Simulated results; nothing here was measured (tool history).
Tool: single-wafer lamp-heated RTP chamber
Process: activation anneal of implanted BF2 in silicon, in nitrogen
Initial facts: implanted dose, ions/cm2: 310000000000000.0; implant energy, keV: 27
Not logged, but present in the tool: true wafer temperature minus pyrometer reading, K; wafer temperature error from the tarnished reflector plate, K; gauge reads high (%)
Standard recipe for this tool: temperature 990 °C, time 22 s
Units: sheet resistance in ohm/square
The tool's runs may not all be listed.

run   hour  temperature  time  wafers since the last listed run  wafers since the last pyrometer calibration  wafers since the reflector plate was cleaned  hours since the gauge calibration  read-back reference wafer on the same gauge, sheet resistance  sheet resistance
  1      0         1001    27                                 0                                         1552                                          4616                              539.7                                                         413.14             363.1
        25  -- reflector plate cleaned
  2   62.6         1001    27                              1129                                         2681                                           777                              602.3                                                         412.93            363.48
      88.5  -- pyrometer window cleaned and pyrometer calibrated
  3  109.8          979    22                               810                                          440                                          1587                              649.5                                                         412.97            370.99
  4  167.1          979    22                              1185                                         1625                                          2772                              706.8                                                         413.15            369.11
  5  228.2          979    22                              1263                                         2888                                          4036                              767.9                                                         413.14            368.53
       270  -- pyrometer window cleaned and pyrometer calibrated
  6  270.5          990    18                               709                                            9                                          4745                              810.2                                                         413.11            364.78
  7    301          990    18                               630                                          640                                          5376                              840.7                                                         413.12            365.05
     311.3  -- reflector plate cleaned
  8  337.6          990    18                               591                                         1231                                           543                              877.3                                                         413.14            364.76
  9  362.1          990    27                               506                                         1738                                          1050                              901.8                                                         412.89            362.85
     398.3  -- pyrometer window cleaned and pyrometer calibrated, repeated, since the last time left the tool worse
     413.3  -- gauge calibrated
 10  493.7         1005    15                              2556                                         1973                                          3606                               80.4                                                         413.04            365.94
 11  538.1          990    22                               918                                         2891                                          4524                              124.8                                                         412.98            365.12
     565.4  -- pyrometer window cleaned and pyrometer calibrated
     566.9  -- reflector plate cleaned
 12  604.5          962    18                              1177                                          777                                           777                              191.2                                                         413.11            385.31
 13  654.4          960    26                              1032                                         1809                                          1809                              241.1                                                         413.04            383.21
 14  681.8          990    22                               566                                         2376                                          2376                              268.5                                                         413.01            366.19
     727.3  -- pyrometer window cleaned and pyrometer calibrated
 15  743.9         1006    29                              1118                                          344                                          3495                              330.6                                                         413.04            362.12
 16  790.9          977    33                               972                                         1316                                          4467                              377.6                                                         412.85            367.78
     821.8  -- reflector plate cleaned
 17  824.9          990    22                               537                                         1853                                            64                              411.6                                                         412.94            366.35
 18  849.8         1019    14                               514                                         2368                                           579                              436.5                                                            413            364.01
 19  883.6          973    13                               699                                         3067                                          1278                              470.3                                                         413.08            373.35

Here are 5 independent what-if runs from the current tool condition. What would each one return?
  A   884          990    22                                 8                                         3076                                          1286                              470.7                                                              ?                 ?
  B   884         1001    30                                 8                                         3076                                          1286                              470.7                                                              ?                 ?
  C   884         1015    10                                 8                                         3076                                          1286                              470.7                                                              ?                 ?
  D   884         1017    16                                 8                                         3076                                          1286                              470.7                                                              ?                 ?
  E   884          971    15                                 8                                         3076                                          1286                              470.7                                                              ?                 ?

run  read-back reference wafer on the same gauge, sheet resistance  sheet resistance
  A                                                         412.96             365.2
  B                                                         412.96            361.88
  C                                                         412.96            365.35
  D                                                         412.96            363.45
  E                                                         412.96            374.56
What these runs would have given with no unlogged condition in the tool:
run  sheet resistance
  A            366.56
  B            362.72
  C            365.63
  D            363.84
  E            379.08
